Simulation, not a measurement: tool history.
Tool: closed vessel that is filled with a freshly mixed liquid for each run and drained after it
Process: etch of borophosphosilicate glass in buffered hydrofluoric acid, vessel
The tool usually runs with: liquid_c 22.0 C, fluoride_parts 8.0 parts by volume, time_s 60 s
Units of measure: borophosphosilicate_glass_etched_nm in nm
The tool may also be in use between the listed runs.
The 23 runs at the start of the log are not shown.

run    hour  liquid_c  fluoride_parts  time_s  wafers since the last listed run  hours since the thermometer was replaced  hours since the hydrofluoric acid flow meter was replaced  hours since the gauge calibration  read-back film thickness of the borophosphosilicate glass reference wafer, read on the same gauge (nm)  borophosphosilicate_glass_etched_nm
 24  1045.0      22.0             8.0      60                              6228                                     307.9                                                      539.3                              728.5                                                                                                   39.98                               151.99
 25  1095.2      24.5             8.0      50                              5228                                     358.1                                                      589.5                              778.7                                                                                                   39.99                               144.04
 26  1137.7      22.0             8.0      60                              4426                                     400.6                                                      632.0                              821.2                                                                                                   39.98                               151.88
 27  1184.0      18.5             8.0      60                              4822                                     446.9                                                      678.3                              867.5                                                                                                   39.99                               125.98
 28  1210.0      22.0             8.0      60                              2707                                     472.9                                                      704.3                              893.5                                                                                                   40.00                               151.58
     1251.9  -- thermometer replaced
 29  1261.2      18.0            11.0      60                              5228                                       9.3                                                      755.5                              944.7                                                                                                   40.01                                91.58
 30  1302.0      19.5             7.0      75                              4249                                      50.1                                                      796.3                              985.5                                                                                                   40.00                               190.22
 31  1365.4      22.0             8.0      60                              6603                                     113.5                                                      859.7                             1048.9                                                                                                   40.00                               154.21

Each row is a separate what-if for the run after 31, all from the same tool condition, not one after another. Results?
  A  1366.1      22.0             8.0      60                                72                                     114.2                                                      860.4                             1049.6                                                                                                       ?                                    ?
  B  1366.1      18.5             9.5      35                                72                                     114.2                                                      860.4                             1049.6                                                                                                       ?                                    ?
  C  1366.1      22.0            10.0      60                                72                                     114.2                                                      860.4                             1049.6                                                                                                       ?                                    ?
  D  1366.1      25.0             5.0      80                                72                                     114.2                                                      860.4                             1049.6                                                                                                       ?                                    ?

run  read-back film thickness of the borophosphosilicate glass reference wafer, read on the same gauge (nm)  borophosphosilicate_glass_etched_nm
  A                                                                                                   40.00                               153.58
  B                                                                                                   40.00                                61.79
  C                                                                                                   40.00                               124.33
  D                                                                                                   40.00                               372.75
What these runs would have given with no unlogged condition in the tool:
run  borophosphosilicate_glass_etched_nm
  A                               148.16
  B                                60.50
  C                               121.74
  D                               361.05
